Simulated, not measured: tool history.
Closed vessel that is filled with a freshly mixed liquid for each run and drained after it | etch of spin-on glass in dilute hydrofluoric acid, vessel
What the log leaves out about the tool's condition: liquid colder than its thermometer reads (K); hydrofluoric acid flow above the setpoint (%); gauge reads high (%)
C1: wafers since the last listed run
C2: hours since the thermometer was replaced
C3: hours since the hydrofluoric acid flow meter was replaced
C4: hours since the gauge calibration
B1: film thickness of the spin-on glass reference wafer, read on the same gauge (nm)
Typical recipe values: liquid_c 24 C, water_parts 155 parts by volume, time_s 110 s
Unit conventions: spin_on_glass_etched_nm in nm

run 1 hour=0 | liquid_c=24 water_parts=155 time_s=110 | C1=0 C2=1566.6 C3=599.4 C4=652.6 | B1=89.97 | spin_on_glass_etched_nm=12.6
run 2 hour=28.5 | liquid_c=24 water_parts=155 time_s=110 | C1=2839 C2=1595.1 C3=627.9 C4=681.1 | B1=89.99 | spin_on_glass_etched_nm=12.56
run 3 hour=57.7 | liquid_c=24 water_parts=155 time_s=110 | C1=2909 C2=1624.3 C3=657.1 C4=710.3 | B1=90.02 | spin_on_glass_etched_nm=12.66
run 4 hour=89.2 | liquid_c=24 water_parts=155 time_s=110 | C1=3138 C2=1655.8 C3=688.6 C4=741.8 | B1=90.01 | spin_on_glass_etched_nm=12.43
run 5 hour=108.8 | liquid_c=24 water_parts=155 time_s=110 | C1=1952 C2=1675.4 C3=708.2 C4=761.4 | B1=90.02 | spin_on_glass_etched_nm=12.53
run 6 hour=127.5 | liquid_c=24 water_parts=155 time_s=110 | C1=1863 C2=1694.1 C3=726.9 C4=780.1 | B1=90 | spin_on_glass_etched_nm=12.45
run 7 hour=159.7 | liquid_c=24 water_parts=155 time_s=110 | C1=3208 C2=1726.3 C3=759.1 C4=812.3 | B1=89.99 | spin_on_glass_etched_nm=12.47
run 8 hour=188.7 | liquid_c=24 water_parts=155 time_s=110 | C1=2889 C2=1755.3 C3=788.1 C4=841.3 | B1=90 | spin_on_glass_etched_nm=12.35
run 9 hour=207.9 | liquid_c=24 water_parts=155 time_s=110 | C1=1913 C2=1774.5 C3=807.3 C4=860.5 | B1=90 | spin_on_glass_etched_nm=12.46
-- hour=209 gauge calibrated
run 10 hour=222.1 | liquid_c=24 water_parts=155 time_s=110 | C1=1414 C2=1788.7 C3=821.5 C4=13.1 | B1=90.01 | spin_on_glass_etched_nm=12.37
run 11 hour=253 | liquid_c=24 water_parts=215 time_s=110 | C1=3078 C2=1819.6 C3=852.4 C4=44 | B1=89.99 | spin_on_glass_etched_nm=8.42
run 12 hour=272.8 | liquid_c=24 water_parts=215 time_s=110 | C1=1972 C2=1839.4 C3=872.2 C4=63.8 | B1=90 | spin_on_glass_etched_nm=8.57
run 13 hour=308.5 | liquid_c=24 water_parts=215 time_s=110 | C1=3557 C2=1875.1 C3=907.9 C4=99.5 | B1=89.99 | spin_on_glass_etched_nm=8.55
run 14 hour=327.5 | liquid_c=24 water_parts=155 time_s=110 | C1=1893 C2=1894.1 C3=926.9 C4=118.5 | B1=89.98 | spin_on_glass_etched_nm=12.42
-- hour=346 thermometer replaced
run 15 hour=346.5 | liquid_c=27 water_parts=155 time_s=160 | C1=1793 C2=0.5 C3=945.9 C4=137.5 | B1=90 | spin_on_glass_etched_nm=22.76
run 16 hour=378.9 | liquid_c=22 water_parts=225 time_s=145 | C1=3228 C2=32.9 C3=978.3 C4=169.9 | B1=90.01 | spin_on_glass_etched_nm=10.95
-- hour=403 hydrofluoric acid flow meter replaced
run 17 hour=408.1 | liquid_c=26.5 water_parts=185 time_s=135 | C1=2809 C2=62.1 C3=5.1 C4=199.1 | B1=90.02 | spin_on_glass_etched_nm=14.7
run 18 hour=441.2 | liquid_c=24 water_parts=95 time_s=75 | C1=3298 C2=95.2 C3=38.2 C4=232.2 | B1=90.05 | spin_on_glass_etched_nm=16.24
run 19 hour=465 | liquid_c=22 water_parts=90 time_s=160 | C1=2371 C2=119 C3=62 C4=256 | B1=90 | spin_on_glass_etched_nm=33.66
run 20 hour=491.6 | liquid_c=28 water_parts=195 time_s=75 | C1=2650 C2=145.6 C3=88.6 C4=282.6 | B1=89.98 | spin_on_glass_etched_nm=8.19
run 21 hour=503.7 | liquid_c=20 water_parts=155 time_s=110 | C1=1205 C2=157.7 C3=100.7 C4=294.7 | B1=89.99 | spin_on_glass_etched_nm=11.49
run 22 hour=521.6 | liquid_c=21 water_parts=125 time_s=110 | C1=1783 C2=175.6 C3=118.6 C4=312.6 | B1=90.04 | spin_on_glass_etched_nm=15.36
run 23 hour=552.2 | liquid_c=24 water_parts=130 time_s=145 | C1=3048 C2=206.2 C3=149.2 C4=343.2 | B1=90.01 | spin_on_glass_etched_nm=21.79
run 24 hour=586.4 | liquid_c=19.5 water_parts=215 time_s=75 | C1=3407 C2=240.4 C3=183.4 C4=377.4 | B1=89.98 | spin_on_glass_etched_nm=5.21
run 25 hour=618.3 | liquid_c=24 water_parts=155 time_s=110 | C1=3178 C2=272.3 C3=215.3 C4=409.3 | B1=90.02 | spin_on_glass_etched_nm=13.25
run 26 hour=673.8 | liquid_c=24 water_parts=230 time_s=110 | C1=5530 C2=327.8 C3=270.8 C4=464.8 | B1=89.99 | spin_on_glass_etched_nm=8.39
run 27 hour=689.8 | liquid_c=24 water_parts=155 time_s=110 | C1=1594 C2=343.8 C3=286.8 C4=480.8 | B1=89.97 | spin_on_glass_etched_nm=13.36
run 28 hour=716.7 | liquid_c=24 water_parts=155 time_s=110 | C1=2680 C2=370.7 C3=313.7 C4=507.7 | B1=90.01 | spin_on_glass_etched_nm=13.29
run 29 hour=750.9 | liquid_c=27.5 water_parts=75 time_s=110 | C1=3407 C2=404.9 C3=347.9 C4=541.9 | B1=90.04 | spin_on_glass_etched_nm=34.76
run 30 hour=772.5 | liquid_c=19 water_parts=155 time_s=175 | C1=2152 C2=426.5 C3=369.5 C4=563.5 | B1=90.02 | spin_on_glass_etched_nm=17.53
run 31 hour=794.5 | liquid_c=22.5 water_parts=155 time_s=110 | C1=2192 C2=448.5 C3=391.5 C4=585.5 | B1=90.02 | spin_on_glass_etched_nm=12.71
run 32 hour=816.3 | liquid_c=24 water_parts=155 time_s=110 | C1=2172 C2=470.3 C3=413.3 C4=607.3 | B1=89.99 | spin_on_glass_etched_nm=13.48
run 33 hour=830.7 | liquid_c=24 water_parts=155 time_s=110 | C1=1434 C2=484.7 C3=427.7 C4=621.7 | B1=90 | spin_on_glass_etched_nm=13.25

5 ways to go on from here, each from the tool as it stands after run 33. What would each give?
run A hour=831.4 | liquid_c=24 water_parts=155 time_s=110 | C1=69 C2=485.4 C3=428.4 C4=622.4 | B1=? | spin_on_glass_etched_nm=?
run B hour=831.4 | liquid_c=24 water_parts=155 time_s=80 | C1=69 C2=485.4 C3=428.4 C4=622.4 | B1=? | spin_on_glass_etched_nm=?
run C hour=831.4 | liquid_c=24 water_parts=155 time_s=90 | C1=69 C2=485.4 C3=428.4 C4=622.4 | B1=? | spin_on_glass_etched_nm=?
run D hour=831.4 | liquid_c=28 water_parts=155 time_s=110 | C1=69 C2=485.4 C3=428.4 C4=622.4 | B1=? | spin_on_glass_etched_nm=?
run E hour=831.4 | liquid_c=24 water_parts=230 time_s=65 | C1=69 C2=485.4 C3=428.4 C4=622.4 | B1=? | spin_on_glass_etched_nm=?

run=A B1=90.03 spin_on_glass_etched_nm=13.26
run=B B1=90.03 spin_on_glass_etched_nm=9.64
run=C B1=90.03 spin_on_glass_etched_nm=10.85
run=D B1=90.03 spin_on_glass_etched_nm=15.42
run=E B1=90.03 spin_on_glass_etched_nm=4.88
The same runs, with their run-to-run variation unchanged, on a tool lacking any hidden condition would have given:
run=A spin_on_glass_etched_nm=13.35
run=B spin_on_glass_etched_nm=9.71
run=C spin_on_glass_etched_nm=10.92
run=D spin_on_glass_etched_nm=15.5
run=E spin_on_glass_etched_nm=4.9

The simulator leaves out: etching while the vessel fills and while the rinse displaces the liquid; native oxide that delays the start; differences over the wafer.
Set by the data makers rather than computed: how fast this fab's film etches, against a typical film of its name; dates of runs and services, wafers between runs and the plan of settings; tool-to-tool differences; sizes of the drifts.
